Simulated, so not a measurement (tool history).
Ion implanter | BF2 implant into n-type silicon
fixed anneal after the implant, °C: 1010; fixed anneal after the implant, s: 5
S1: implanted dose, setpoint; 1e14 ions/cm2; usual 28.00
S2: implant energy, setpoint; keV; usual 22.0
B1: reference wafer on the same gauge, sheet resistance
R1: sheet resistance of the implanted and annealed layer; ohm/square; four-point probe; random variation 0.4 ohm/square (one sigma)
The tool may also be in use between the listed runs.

run 1 hour=0.0 | S1=24.27 S2=26.0 | B1=173.17 | R1=140.77
run 2 hour=57.1 | S1=24.27 S2=26.0 | B1=172.97 | R1=140.94
run 3 hour=140.9 | S1=24.27 S2=26.0 | B1=173.08 | R1=140.38
run 4 hour=236.8 | S1=31.95 S2=22.0 | B1=172.91 | R1=150.98
run 5 hour=335.5 | S1=31.95 S2=22.0 | B1=172.98 | R1=150.52
run 6 hour=391.1 | S1=28.00 S2=24.0 | B1=172.98 | R1=145.31
run 7 hour=476.6 | S1=28.00 S2=24.0 | B1=173.01 | R1=145.38
run 8 hour=595.5 | S1=28.00 S2=22.0 | B1=172.98 | R1=152.19
run 9 hour=677.8 | S1=28.00 S2=22.0 | B1=172.99 | R1=153.50
run 10 hour=743.5 | S1=28.00 S2=22.0 | B1=173.03 | R1=152.55
run 11 hour=847.1 | S1=28.00 S2=22.0 | B1=173.06 | R1=152.68
run 12 hour=946.9 | S1=28.00 S2=22.0 | B1=173.03 | R1=152.60
run 13 hour=1022.6 | S1=28.00 S2=22.0 | B1=173.04 | R1=151.79
run 14 hour=1074.2 | S1=28.00 S2=22.0 | B1=173.05 | R1=152.64
run 15 hour=1141.0 | S1=28.00 S2=22.0 | B1=172.91 | R1=152.79
run 16 hour=1241.2 | S1=28.00 S2=22.0 | B1=172.80 | R1=153.49
run 17 hour=1323.5 | S1=28.00 S2=22.0 | B1=172.91 | R1=153.20
run 18 hour=1374.6 | S1=22.69 S2=15.0 | B1=173.12 | R1=192.23
run 19 hour=1434.4 | S1=35.94 S2=29.0 | B1=172.90 | R1=127.21
run 20 hour=1478.2 | S1=28.00 S2=19.0 | B1=173.02 | R1=165.61
-- hour=1503.5 gauge calibrated
run 21 hour=1708.0 | S1=28.00 S2=22.0 | B1=172.98 | R1=152.97
run 22 hour=1799.9 | S1=28.00 S2=22.0 | B1=172.80 | R1=153.29
-- hour=1831.0 Faraday cup replaced and dose calibrated
run 23 hour=1852.9 | S1=24.31 S2=22.0 | B1=173.03 | R1=153.94
run 24 hour=1910.9 | S1=33.81 S2=29.0 | B1=173.10 | R1=128.96
run 25 hour=1980.7 | S1=24.27 S2=26.0 | B1=173.00 | R1=140.76
run 26 hour=2034.0 | S1=28.00 S2=28.5 | B1=172.89 | R1=132.17
run 27 hour=2166.9 | S1=28.00 S2=25.5 | B1=173.10 | R1=140.12
run 28 hour=2246.7 | S1=34.24 S2=22.0 | B1=172.92 | R1=149.57
run 29 hour=2318.7 | S1=28.00 S2=26.5 | B1=172.90 | R1=137.74
run 30 hour=2391.8 | S1=28.00 S2=22.0 | B1=172.96 | R1=152.54
-- hour=2410.8 extraction supply calibrated
run 31 hour=2453.7 | S1=33.22 S2=14.5 | B1=173.05 | R1=186.59
run 32 hour=2549.3 | S1=31.53 S2=14.5 | B1=172.97 | R1=188.72
run 33 hour=2859.3 | S1=23.93 S2=19.0 | B1=172.88 | R1=167.84
run 34 hour=2901.2 | S1=23.96 S2=24.5 | B1=173.20 | R1=146.36
run 35 hour=2941.0 | S1=28.00 S2=22.0 | B1=173.05 | R1=152.69
run 36 hour=3012.4 | S1=28.00 S2=22.0 | B1=173.06 | R1=152.37
run 37 hour=3105.9 | S1=28.00 S2=22.0 | B1=173.07 | R1=152.34

4 ways to go on from here, each from the tool as it stands after run 37. What would each give?
run A hour=3106.3 | S1=28.00 S2=22.0 | B1=? | R1=?
run B hour=3106.3 | S1=28.00 S2=16.5 | B1=? | R1=?
run C hour=3106.3 | S1=23.54 S2=16.5 | B1=? | R1=?
run D hour=3106.3 | S1=28.00 S2=29.5 | B1=? | R1=?

run=A B1=173.00 R1=152.29
run=B B1=173.00 R1=177.95
run=C B1=173.00 R1=181.63
run=D B1=173.00 R1=128.91
Without the tool's hidden state the same runs would have given:
run=A R1=152.29
run=B R1=177.95
run=C R1=181.63
run=D R1=128.91
